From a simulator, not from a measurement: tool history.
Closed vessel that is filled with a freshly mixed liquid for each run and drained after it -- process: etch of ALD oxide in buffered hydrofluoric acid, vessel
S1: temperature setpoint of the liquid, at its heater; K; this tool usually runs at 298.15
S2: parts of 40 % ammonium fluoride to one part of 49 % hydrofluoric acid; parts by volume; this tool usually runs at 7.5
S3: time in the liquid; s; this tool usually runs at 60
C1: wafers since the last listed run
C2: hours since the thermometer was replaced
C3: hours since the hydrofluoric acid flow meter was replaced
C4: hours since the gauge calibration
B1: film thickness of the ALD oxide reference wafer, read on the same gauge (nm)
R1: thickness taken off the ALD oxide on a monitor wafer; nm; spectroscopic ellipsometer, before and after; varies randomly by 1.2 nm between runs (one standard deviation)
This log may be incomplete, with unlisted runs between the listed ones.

run 1 hour=0 | S1=298.15 S2=8 S3=60 | C1=0 C2=2397.5 C3=1002.2 C4=465.8 | B1=150 | R1=300.78
run 2 hour=43.5 | S1=297.15 S2=7.5 S3=30 | C1=6138 C2=2441 C3=1045.7 C4=509.3 | B1=150 | R1=153.1
run 3 hour=115.1 | S1=297.15 S2=7.5 S3=30 | C1=10103 C2=2512.6 C3=1117.3 C4=580.9 | B1=149.98 | R1=153
run 4 hour=174.6 | S1=297.15 S2=7.5 S3=30 | C1=8395 C2=2572.1 C3=1176.8 C4=640.4 | B1=150.01 | R1=153.04
run 5 hour=230.4 | S1=298.15 S2=7.5 S3=60 | C1=7873 C2=2627.9 C3=1232.6 C4=696.2 | B1=150.01 | R1=324.2
run 6 hour=281.7 | S1=298.15 S2=7.5 S3=60 | C1=7238 C2=2679.2 C3=1283.9 C4=747.5 | B1=150.01 | R1=323.62
run 7 hour=349.6 | S1=298.15 S2=7.5 S3=60 | C1=9580 C2=2747.1 C3=1351.8 C4=815.4 | B1=150.01 | R1=321.62
run 8 hour=375.9 | S1=298.15 S2=7.5 S3=70 | C1=3711 C2=2773.4 C3=1378.1 C4=841.7 | B1=150.01 | R1=376.29
run 9 hour=408.9 | S1=294.65 S2=7.5 S3=35 | C1=4656 C2=2806.4 C3=1411.1 C4=874.7 | B1=150 | R1=153.2
run 10 hour=464.3 | S1=294.65 S2=7.5 S3=35 | C1=7817 C2=2861.8 C3=1466.5 C4=930.1 | B1=149.97 | R1=154.44
run 11 hour=494.5 | S1=294.65 S2=7.5 S3=35 | C1=4261 C2=2892 C3=1496.7 C4=960.3 | B1=150 | R1=154.42
run 12 hour=556.2 | S1=301.65 S2=7.5 S3=75 | C1=8706 C2=2953.7 C3=1558.4 C4=1022 | B1=149.98 | R1=483.96
-- hour=588.2 hydrofluoric acid flow meter replaced
run 13 hour=608.6 | S1=299.65 S2=8.5 S3=90 | C1=7252 C2=3006.1 C3=20.4 C4=1074.4 | B1=150.04 | R1=456.65
-- hour=622.3 gauge calibrated
run 14 hour=675.4 | S1=296.65 S2=6 S3=85 | C1=9425 C2=3072.9 C3=87.2 C4=53.1 | B1=150.01 | R1=511.72
run 15 hour=725.7 | S1=301.65 S2=7.5 S3=40 | C1=7097 C2=3123.2 C3=137.5 C4=103.4 | B1=150 | R1=256.98
run 16 hour=813.6 | S1=301.15 S2=9 S3=85 | C1=12403 C2=3211.1 C3=225.4 C4=191.3 | B1=150 | R1=438.59
run 17 hour=850.4 | S1=298.15 S2=7.5 S3=60 | C1=5192 C2=3247.9 C3=262.2 C4=228.1 | B1=149.99 | R1=319.92
-- hour=934.3 thermometer replaced
run 18 hour=974.6 | S1=295.65 S2=8.5 S3=30 | C1=17384 C2=40.3 C3=386.4 C4=352.3 | B1=150 | R1=130.9
run 19 hour=1042.7 | S1=298.15 S2=7.5 S3=60 | C1=9609 C2=108.4 C3=454.5 C4=420.4 | B1=150.01 | R1=343.08
run 20 hour=1101 | S1=298.15 S2=7.5 S3=60 | C1=8226 C2=166.7 C3=512.8 C4=478.7 | B1=150 | R1=343.72
run 21 hour=1150.9 | S1=299.65 S2=6 S3=30 | C1=7041 C2=216.6 C3=562.7 C4=528.6 | B1=149.98 | R1=229.63
run 22 hour=1218.2 | S1=302.65 S2=9.5 S3=35 | C1=9496 C2=283.9 C3=630 C4=595.9 | B1=150.04 | R1=201.08

Selected run-to-run steps in R1, each split into two signed amounts: the part the tool would show with no hidden state at all (from settings, incoming material and random variation), and the remainder, which goes to the hidden state together with any gauge scatter not common to the measured and the hidden-state-free results:
Hidden state present: liquid colder than its thermometer reads (K); hydrofluoric acid flow below the setpoint (%); gauge reads high (%).
Run 11 -> 12: S1 294.65 -> 301.65, S3 35 -> 75. R1 +329.54 nm: hidden state -25.22, all else +354.76.
Run 14 -> 15: S1 296.65 -> 301.65, S2 6 -> 7.5, S3 85 -> 40. R1 -254.74 nm: hidden state +21.8, all else -276.54.
Run 17 -> 18: S1 298.15 -> 295.65, S2 7.5 -> 8.5, S3 60 -> 30, thermometer replaced. R1 -189.02 nm: hidden state +27.71, all else -216.73.
